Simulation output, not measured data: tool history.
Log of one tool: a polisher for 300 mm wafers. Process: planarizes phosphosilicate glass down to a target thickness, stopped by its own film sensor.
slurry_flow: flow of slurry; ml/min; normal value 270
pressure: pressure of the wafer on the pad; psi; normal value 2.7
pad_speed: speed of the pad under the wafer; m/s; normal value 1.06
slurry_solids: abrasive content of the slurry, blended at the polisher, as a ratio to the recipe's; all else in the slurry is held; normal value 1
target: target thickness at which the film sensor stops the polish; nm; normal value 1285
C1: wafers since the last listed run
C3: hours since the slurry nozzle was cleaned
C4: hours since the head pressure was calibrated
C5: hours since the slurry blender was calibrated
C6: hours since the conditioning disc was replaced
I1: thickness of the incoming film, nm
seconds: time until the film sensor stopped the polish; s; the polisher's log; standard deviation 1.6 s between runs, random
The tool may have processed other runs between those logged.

Run 1, hour 0: usual settings; C1 0; wafers polished on this pad 7; C3 419.8; C4 682.4; C5 338.2; C6 240; I1 2174. Result: seconds 93.5 s.
Run 2, hour 6.8: usual settings but pad_speed 1.34 m/s; C1 47; wafers polished on this pad 55; C3 426.6; C4 689.2; C5 345; C6 246.8; I1 2172.8. Result: seconds 83.2 s.
Run 3, hour 15.6: usual settings but pad_speed 1.34 m/s; C1 61; wafers polished on this pad 117; C3 435.4; C4 698; C5 353.8; C6 255.6; I1 2207.1. Result: seconds 87.6 s.
Run 4, hour 33: usual settings but pad_speed 1.34 m/s; C1 122; wafers polished on this pad 239; C3 452.8; C4 715.4; C5 371.2; C6 273; I1 2219.6. Result: seconds 85.2 s.
Run 5, hour 49.4: usual settings but slurry_solids 1.15; C1 115; wafers polished on this pad 355; C3 469.2; C4 731.8; C5 387.6; C6 289.4; I1 2152.7. Result: seconds 86 s.
At hour 76.8: conditioning disc replaced and pad reconditioned.
At hour 85.4: slurry blender recalibrated.
At hour 91.5: worn pad replaced by a new one.
Run 6, hour 92: usual settings but slurry_solids 1.15; C1 243; wafers polished on this pad 3; C3 511.8; C4 774.4; C5 6.6; C6 15.2; I1 2187.8. Result: seconds 92.7 s.
Run 7, hour 105: usual settings but pressure 2.5 psi; C1 91; wafers polished on this pad 95; C3 524.8; C4 787.4; C5 19.6; C6 28.2; I1 2176.2. Result: seconds 101.9 s.
At hour 111.8: head pressure recalibrated.
Run 8, hour 112.7: usual settings but slurry_flow 305 ml/min; C1 40; wafers polished on this pad 135; C3 532.5; C4 0.9; C5 27.3; C6 35.9; I1 2167.8. Result: seconds 94.9 s.
Run 9, hour 127.1: usual settings; C1 101; wafers polished on this pad 236; C3 546.9; C4 15.3; C5 41.7; C6 50.3; I1 2176.6. Result: seconds 100.7 s.
At hour 133.3: slurry nozzle cleaned.
Run 10, hour 141.2: usual settings but pad_speed 0.7 m/s, slurry_solids 1.2; C1 92; wafers polished on this pad 328; C3 7.9; C4 29.4; C5 55.8; C6 64.4; I1 2178.5. Result: seconds 110.4 s.
Run 11, hour 148.1: usual settings but slurry_solids 1.1; C1 48; wafers polished on this pad 377; C3 14.8; C4 36.3; C5 62.7; C6 71.3; I1 2195.1. Result: seconds 94.3 s.
Run 12, hour 165.5: usual settings but slurry_flow 310 ml/min, slurry_solids 1.15, target 1586 nm; C1 122; wafers polished on this pad 500; C3 32.2; C4 53.7; C5 80.1; C6 88.7; I1 2202.8. Result: seconds 62.1 s.

Predict the results of run 13:
Run 13, hour 180.2: usual settings but slurry_flow 310 ml/min, pressure 2.1 psi, target 1152 nm; C1 103; wafers polished on this pad 603; C3 46.9; C4 68.4; C5 94.8; C6 103.4; I1 2219.2. Result: seconds ?.

Run 13 produced seconds 134.4 s.
Had the tool carried no hidden state, the very same run would have given seconds 134.4 s.
